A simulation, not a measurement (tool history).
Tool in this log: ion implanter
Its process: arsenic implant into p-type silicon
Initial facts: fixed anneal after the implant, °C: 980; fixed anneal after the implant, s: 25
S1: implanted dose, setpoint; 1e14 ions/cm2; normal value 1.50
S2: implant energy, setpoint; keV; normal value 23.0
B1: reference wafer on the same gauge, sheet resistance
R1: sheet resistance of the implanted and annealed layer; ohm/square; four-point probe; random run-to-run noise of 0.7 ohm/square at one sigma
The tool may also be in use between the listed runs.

run    hour    S1    S2      B1      R1
  1     0.0  1.85  23.0  444.96  397.91
  2    90.6  1.50  23.0  444.95  462.40
  3   146.2  1.50  23.0  444.99  462.13
  4   222.7  1.50  23.0  445.04  461.96
  5   287.8  1.50  23.0  444.82  460.35
      426.9  -- Faraday cup replaced and dose calibrated
  6   605.7  1.50  23.0  444.93  467.11
  7   704.3  1.50  23.0  444.99  466.39
  8   776.3  1.50  23.0  445.08  466.68
  9   824.5  1.50  23.0  445.00  466.87
      832.1  -- gauge calibrated
 10   872.3  1.50  23.0  445.00  466.24
 11   927.4  1.50  23.0  444.78  467.37
 12  1232.2  1.77  23.0  444.89  411.97
 13  1455.3  1.77  23.0  445.03  412.00
 14  1494.7  1.77  23.0  445.11  410.96
 15  1570.2  1.27  28.5  444.89  504.96
 16  1643.6  1.33  15.5  445.12  537.16
     1692.6  -- extraction supply calibrated
 17  1694.9  1.83  16.0  445.13  422.42
 18  1801.0  1.26  23.0  445.05  525.93
 19  1874.7  1.36  23.0  444.87  497.60
 20  1932.7  1.50  29.0  444.97  445.06
 21  2018.1  1.28  20.5  445.09  527.18
 22  2077.1  1.07  26.0  445.08  574.54
     2103.5  -- Faraday cup replaced and dose calibrated
 23  2137.3  1.24  27.5  445.05  518.73
 24  2190.7  1.50  20.0  444.96  476.15
 25  2278.7  1.50  23.0  444.97  466.93
 26  2370.9  1.76  19.5  444.89  425.74
 27  2476.2  1.50  23.0  444.85  465.26
 28  2558.5  1.50  23.0  445.01  467.32
 29  2642.6  1.79  19.0  445.20  420.18
 30  2701.2  1.68  23.0  445.02  428.93
 31  2795.3  1.08  16.0  444.81  625.34
 32  2875.7  1.34  28.0  445.22  487.92
 33  2972.8  1.17  19.0  444.87  573.87
 34  3049.9  1.38  20.5  444.95  501.42
     3123.5  -- gauge calibrated
 35  3135.0  1.89  27.0  445.16  382.59
 36  3175.9  1.50  23.0  445.17  462.12

Below are 5 alternative next runs, each starting from the tool's condition after run 36. Predict each:
  A  3176.3  1.66  23.0   ?   ?
  B  3176.3  1.17  18.5   ?   ?
  C  3176.3  1.15  23.0   ?   ?
  D  3176.3  1.50  31.0   ?   ?
  E  3176.3  1.82  23.0   ?   ?

run      B1      R1
  A  445.09  431.41
  B  445.09  574.69
  C  445.09  561.16
  D  445.09  442.10
  E  445.09  403.39
Take away the tool's hidden state, keep each run's random variation, and the runs would have read:
run      R1
  A  433.95
  B  578.01
  C  564.36
  D  444.63
  E  405.78

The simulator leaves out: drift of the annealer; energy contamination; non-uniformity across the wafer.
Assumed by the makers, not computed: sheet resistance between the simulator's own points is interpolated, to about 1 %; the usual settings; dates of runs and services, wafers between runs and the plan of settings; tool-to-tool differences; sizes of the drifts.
